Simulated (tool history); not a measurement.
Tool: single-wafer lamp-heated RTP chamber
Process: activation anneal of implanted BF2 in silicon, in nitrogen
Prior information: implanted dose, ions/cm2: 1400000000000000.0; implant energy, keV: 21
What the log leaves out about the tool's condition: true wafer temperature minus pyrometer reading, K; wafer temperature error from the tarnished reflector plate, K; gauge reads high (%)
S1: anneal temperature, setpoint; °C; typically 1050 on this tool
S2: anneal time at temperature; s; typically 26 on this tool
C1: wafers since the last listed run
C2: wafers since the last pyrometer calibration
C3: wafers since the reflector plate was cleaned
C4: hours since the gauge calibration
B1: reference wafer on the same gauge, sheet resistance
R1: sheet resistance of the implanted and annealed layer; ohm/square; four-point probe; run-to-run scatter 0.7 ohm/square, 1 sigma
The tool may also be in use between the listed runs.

| run | hour | S1 | S2 | C1 | C2 | C3 | C4 | B1 | R1 |
|---|---|---|---|---|---|---|---|---|---|
| 1 | 0 | 1050 | 31 | 0 | 3741 | 2671 | 376.5 | 115.1 | 116.42 |
| 2 | 86.9 | 1050 | 26 | 1364 | 5106 | 4036 | 463.4 | 114.93 | 120.8 |
| 3 | 138.8 | 1057 | 26 | 815 | 5921 | 4851 | 515.3 | 114.91 | 114.42 |
|  | 177.2 | pyrometer window cleaned and pyrometer calibrated |
| 4 | 184.2 | 1057 | 26 | 587 | 109 | 5438 | 560.7 | 115.09 | 118.7 |
| 5 | 242.8 | 1057 | 26 | 920 | 1030 | 6358 | 619.3 | 114.96 | 117.26 |
| 6 | 321.9 | 1032 | 33 | 1242 | 2272 | 7601 | 698.4 | 114.93 | 128.69 |
| 7 | 360.9 | 1032 | 33 | 612 | 2884 | 8213 | 737.4 | 114.99 | 128.07 |
| 8 | 428.1 | 1032 | 33 | 1055 | 3940 | 9268 | 804.6 | 114.98 | 128.71 |
| 9 | 490.9 | 1050 | 26 | 986 | 4926 | 10255 | 867.4 | 114.96 | 120.76 |
| 10 | 533 | 1050 | 26 | 661 | 5587 | 10916 | 909.5 | 114.96 | 120.49 |
| 11 | 617.2 | 1050 | 26 | 1322 | 6909 | 12238 | 993.7 | 114.87 | 119.68 |
|  | 678.5 | pyrometer window cleaned and pyrometer calibrated |
|  | 690.3 | reflector plate cleaned |
| 12 | 710.4 | 1068 | 26 | 1212 | 374 | 315 | 1086.9 | 115.11 | 110.7 |
| 13 | 766.2 | 1068 | 26 | 876 | 1251 | 1191 | 1142.7 | 114.91 | 108.71 |
| 14 | 830.7 | 1050 | 26 | 1012 | 2264 | 2204 | 1207.2 | 114.91 | 120.85 |
| 15 | 927.4 | 1050 | 26 | 1518 | 3782 | 3723 | 1303.9 | 115.04 | 119.53 |
| 16 | 1073.2 | 1050 | 26 | 2289 | 6072 | 6012 | 1449.7 | 115 | 119.39 |
|  | 1075.9 | gauge calibrated |
|  | 1103.3 | pyrometer window cleaned and pyrometer calibrated |
| 17 | 1128.2 | 1030 | 26 | 738 | 391 | 6750 | 52.3 | 115.11 | 137.41 |
| 18 | 1201.3 | 1068 | 26 | 1147 | 1539 | 7898 | 125.4 | 115.1 | 109.02 |
| 19 | 1309 | 1050 | 26 | 1691 | 3231 | 9590 | 233.1 | 115.09 | 119.39 |
| 20 | 1356.6 | 1062 | 14 | 747 | 3978 | 10337 | 280.7 | 115 | 123.83 |
|  | 1436.5 | reflector plate cleaned |
| 21 | 1454 | 1050 | 26 | 1403 | 5382 | 274 | 378.1 | 115.08 | 119.19 |
| 22 | 1498.7 | 1022 | 42 | 701 | 6084 | 976 | 422.8 | 115.1 | 129.99 |
| 23 | 1543.9 | 1064 | 21 | 709 | 6794 | 1686 | 468 | 114.94 | 114.25 |
|  | 1586.8 | pyrometer window cleaned and pyrometer calibrated |
| 24 | 1646 | 1069 | 26 | 1477 | 929 | 3163 | 570.1 | 115.01 | 108.41 |
| 25 | 1685.9 | 1069 | 33 | 626 | 1556 | 3790 | 610 | 114.95 | 103.25 |
| 26 | 1750.9 | 1042 | 34 | 1020 | 2576 | 4811 | 675 | 114.92 | 121.53 |
| 27 | 1809.3 | 1057 | 26 | 917 | 3494 | 5728 | 733.4 | 115.05 | 114.56 |
| 28 | 1866 | 1050 | 26 | 890 | 4384 | 6618 | 790.1 | 114.98 | 119.74 |
| 29 | 1965.4 | 1026 | 26 | 1561 | 5945 | 8179 | 889.5 | 115.01 | 138.81 |
| 30 | 2055.4 | 1071 | 17 | 1413 | 7358 | 9593 | 979.5 | 115.15 | 112.16 |
|  | 2111.1 | pyrometer window cleaned and pyrometer calibrated |
| 31 | 2111.6 | 1038 | 17 | 756 | 7 | 10350 | 1035.7 | 114.83 | 141.87 |
| 32 | 2176.8 | 1050 | 26 | 1023 | 1031 | 11374 | 1100.9 | 114.96 | 122.11 |
|  | 2190.7 | gauge calibrated |
| 33 | 2220.6 | 1072 | 26 | 687 | 1719 | 12062 | 29.9 | 114.99 | 106.14 |
|  | 2281.3 | reflector plate cleaned |
| 34 | 2304.2 | 1050 | 26 | 1187 | 2907 | 359 | 113.5 | 114.83 | 120.64 |

Hidden condition of the tool, last listed run before each entry between runs versus first listed run after:
Runs 3 to 4: pyrometer window cleaned and pyrometer calibrated (hour 177.2)
  true wafer temperature minus pyrometer reading, K: 5.39 -> 0.355
  the result without the hidden state subtracted from the measured one, R1: -3.92 -> -0.26 ohm/square
Runs 11 to 12: pyrometer window cleaned and pyrometer calibrated (hour 678.5); reflector plate cleaned (hour 690.3)
  true wafer temperature minus pyrometer reading, K: 5.41 -> 1.45
  the result without the hidden state subtracted from the measured one, R1: -3.98 -> -0.98 ohm/square
Runs 16 to 17: gauge calibrated (hour 1075.9); pyrometer window cleaned and pyrometer calibrated (hour 1103.3)
  true wafer temperature minus pyrometer reading, K: 5.59 -> 1.39
  the result without the hidden state subtracted from the measured one, R1: -4.11 -> -1.13 ohm/square
Runs 20 to 21: reflector plate cleaned (hour 1436.5)
  true wafer temperature minus pyrometer reading, K: 5.09 -> 5.6
  the result without the hidden state subtracted from the measured one, R1: -3.6 -> -4.11 ohm/square
Runs 23 to 24: pyrometer window cleaned and pyrometer calibrated (hour 1586.8)
  true wafer temperature minus pyrometer reading, K: 5.85 -> 2.24
  the result without the hidden state subtracted from the measured one, R1: -4.08 -> -1.47 ohm/square
Runs 30 to 31: pyrometer window cleaned and pyrometer calibrated (hour 2111.1)
  true wafer temperature minus pyrometer reading, K: 5.8 -> 0.628
  the result without the hidden state subtracted from the measured one, R1: -3.66 -> -0.55 ohm/square
Runs 32 to 33: gauge calibrated (hour 2190.7)
  true wafer temperature minus pyrometer reading, K: 2.57 -> 3.48
  the result without the hidden state subtracted from the measured one, R1: -1.89 -> -2.14 ohm/square
Runs 33 to 34: reflector plate cleaned (hour 2281.3)
  true wafer temperature minus pyrometer reading, K: 3.48 -> 4.63
  the result without the hidden state subtracted from the measured one, R1: -2.14 -> -3.42 ohm/square

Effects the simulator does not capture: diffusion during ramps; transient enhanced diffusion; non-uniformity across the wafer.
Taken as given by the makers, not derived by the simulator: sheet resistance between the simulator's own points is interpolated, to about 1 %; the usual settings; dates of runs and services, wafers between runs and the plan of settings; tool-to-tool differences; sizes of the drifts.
